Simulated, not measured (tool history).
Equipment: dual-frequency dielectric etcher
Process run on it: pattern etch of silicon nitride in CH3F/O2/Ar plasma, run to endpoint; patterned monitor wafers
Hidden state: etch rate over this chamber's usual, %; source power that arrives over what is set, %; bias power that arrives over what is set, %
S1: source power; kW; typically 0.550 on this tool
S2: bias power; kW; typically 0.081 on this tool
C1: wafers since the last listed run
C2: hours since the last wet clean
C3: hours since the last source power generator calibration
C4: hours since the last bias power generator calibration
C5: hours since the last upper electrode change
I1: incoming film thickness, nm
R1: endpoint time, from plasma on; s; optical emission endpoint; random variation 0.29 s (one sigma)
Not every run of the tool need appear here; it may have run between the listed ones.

run,hour,S1,S2,C1,C2,C3,C4,C5,I1,R1
1,0.0,0.550,0.081,0,420.5,3628.5,3587.2,6329.6,53.6,61.8
2,6.3,0.550,0.081,53,426.8,3634.8,3593.5,6335.9,53.5,60.9
3,13.9,0.550,0.081,64,434.4,3642.4,3601.1,6343.5,53.6,60.9
4,23.9,0.550,0.081,84,444.4,3652.4,3611.1,6353.5,53.8,61.3
5,33.6,0.550,0.081,82,454.1,3662.1,3620.8,6363.2,53.5,61.4
6,48.4,0.550,0.074,125,468.9,3676.9,3635.6,6378.0,54.2,63.2
7,66.2,0.550,0.074,150,486.7,3694.7,3653.4,6395.8,53.0,61.4
# hour 87.6: source power generator calibrated
# hour 99.4: upper electrode replaced
8,99.9,0.550,0.074,151,520.4,12.3,3687.1,0.5,53.7,62.1
9,100.2,0.550,0.081,2,520.7,12.6,3687.4,0.8,53.4,61.4
10,109.7,0.550,0.081,80,530.2,22.1,3696.9,10.3,53.9,61.1
11,122.1,0.550,0.081,105,542.6,34.5,3709.3,22.7,53.6,60.9
12,134.6,0.650,0.081,106,555.1,47.0,3721.8,35.2,53.3,57.1
13,143.2,0.550,0.081,72,563.7,55.6,3730.4,43.8,53.6,60.5
14,154.6,0.550,0.081,96,575.1,67.0,3741.8,55.2,53.5,60.6

Run 15, settings as shown, results not yet in. Your forecast:
15,161.8,0.420,0.097,61,582.3,74.2,3749.0,62.4,53.1,?

{"run 15": {"R1": 62.5}}
The same run, on a tool lacking any hidden state, would have yielded R1 65.8 s.
